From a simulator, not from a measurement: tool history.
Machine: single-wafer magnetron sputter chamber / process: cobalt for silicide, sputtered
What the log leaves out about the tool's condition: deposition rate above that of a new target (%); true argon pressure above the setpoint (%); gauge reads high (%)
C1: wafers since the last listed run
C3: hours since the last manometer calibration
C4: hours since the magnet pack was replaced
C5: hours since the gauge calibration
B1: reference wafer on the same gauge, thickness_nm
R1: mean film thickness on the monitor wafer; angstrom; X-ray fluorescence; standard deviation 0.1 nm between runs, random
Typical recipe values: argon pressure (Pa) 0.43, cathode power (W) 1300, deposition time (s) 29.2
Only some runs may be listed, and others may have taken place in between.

Run 1, day 0: usual settings; C1 0; wafers on the sputter target 313; C3 1562.1; C4 7304.3; C5 97.3; B1 17.204. Result: R1 171.74 angstrom.
Run 2, day 0.692: usual settings; C1 306; wafers on the sputter target 619; C3 1578.7; C4 7320.9; C5 113.9; B1 17.187. Result: R1 171.85 angstrom.
Run 3, day 1.367: usual settings; C1 299; wafers on the sputter target 918; C3 1594.9; C4 7337.1; C5 130.1; B1 17.192. Result: R1 171.5 angstrom.
Run 4, day 1.617: usual settings; C1 110; wafers on the sputter target 1029; C3 1600.9; C4 7343.1; C5 136.1; B1 17.198. Result: R1 170.93 angstrom.
Run 5, day 1.996: usual settings; C1 168; wafers on the sputter target 1197; C3 1610; C4 7352.2; C5 145.2; B1 17.195. Result: R1 170.15 angstrom.
At day 2.862: magnet pack replaced.
Run 6, day 2.883: usual settings but deposition time (s) 31.5; C1 245; wafers on the sputter target 1443; C3 1631.3; C4 0.5; C5 166.5; B1 17.222. Result: R1 185.19 angstrom.
Run 7, day 3.3: usual settings but deposition time (s) 33.4; C1 184; wafers on the sputter target 1627; C3 1641.3; C4 10.5; C5 176.5; B1 17.19. Result: R1 196.59 angstrom.
Run 8, day 3.858: usual settings but argon pressure (Pa) 0.527, cathode power (W) 1150; C1 247; wafers on the sputter target 1875; C3 1654.7; C4 23.9; C5 189.9; B1 17.196. Result: R1 156.27 angstrom.
At day 4.704: capacitance manometer re-zeroed and calibrated.
Run 9, day 4.725: usual settings but argon pressure (Pa) 0.522, cathode power (W) 1550, deposition time (s) 32.8; C1 236; wafers on the sputter target 2111; C3 0.5; C4 44.7; C5 210.7; B1 17.205. Result: R1 208.5 angstrom.
Run 10, day 5.225: usual settings; C1 221; wafers on the sputter target 2332; C3 12.5; C4 56.7; C5 222.7; B1 17.193. Result: R1 172.11 angstrom.
At day 5.25: gauge calibrated.
At day 5.896: sputter target and shields replaced.
Run 11, day 5.917: usual settings but argon pressure (Pa) 0.527, cathode power (W) 1050, deposition time (s) 32.6; C1 158; wafers on the sputter target 9; C3 29.1; C4 73.3; C5 16; B1 17.216. Result: R1 165.2 angstrom.
Run 12, day 6.538: usual settings but argon pressure (Pa) 0.276; C1 275; wafers on the sputter target 284; C3 44; C4 88.2; C5 30.9; B1 17.191. Result: R1 178.85 angstrom.
Run 13, day 7.154: usual settings but argon pressure (Pa) 0.355; C1 273; wafers on the sputter target 557; C3 58.8; C4 103; C5 45.7; B1 17.206. Result: R1 175.35 angstrom.
Run 14, day 7.675: usual settings; C1 230; wafers on the sputter target 788; C3 71.3; C4 115.5; C5 58.2; B1 17.202. Result: R1 173.62 angstrom.
Run 15, day 8.358: usual settings but argon pressure (Pa) 0.574, cathode power (W) 1200, deposition time (s) 31.9; C1 302; wafers on the sputter target 1091; C3 87.7; C4 131.9; C5 74.6; B1 17.201. Result: R1 170.99 angstrom.

Here are 3 independent what-if runs from the current tool condition. What would each one return?
Run A, day 8.375: usual settings but deposition time (s) 34.2; C1 7; wafers on the sputter target 1098; C3 88.1; C4 132.3; C5 75; B1 ?. Result: R1 ?.
Run B, day 8.375: usual settings but argon pressure (Pa) 0.507, cathode power (W) 1550, deposition time (s) 26.4; C1 7; wafers on the sputter target 1098; C3 88.1; C4 132.3; C5 75; B1 ?. Result: R1 ?.
Run C, day 8.375: usual settings but argon pressure (Pa) 0.512, cathode power (W) 1450, deposition time (s) 23.9; C1 7; wafers on the sputter target 1098; C3 88.1; C4 132.3; C5 75; B1 ?. Result: R1 ?.

run      B1      R1
  A  17.171  202.54
  B  17.171  169.94
  C  17.171  147.43
With the hidden condition removed and each run's random variation left untouched, the same runs would have given:
run      R1
  A  202.54
  B  169.94
  C  147.43
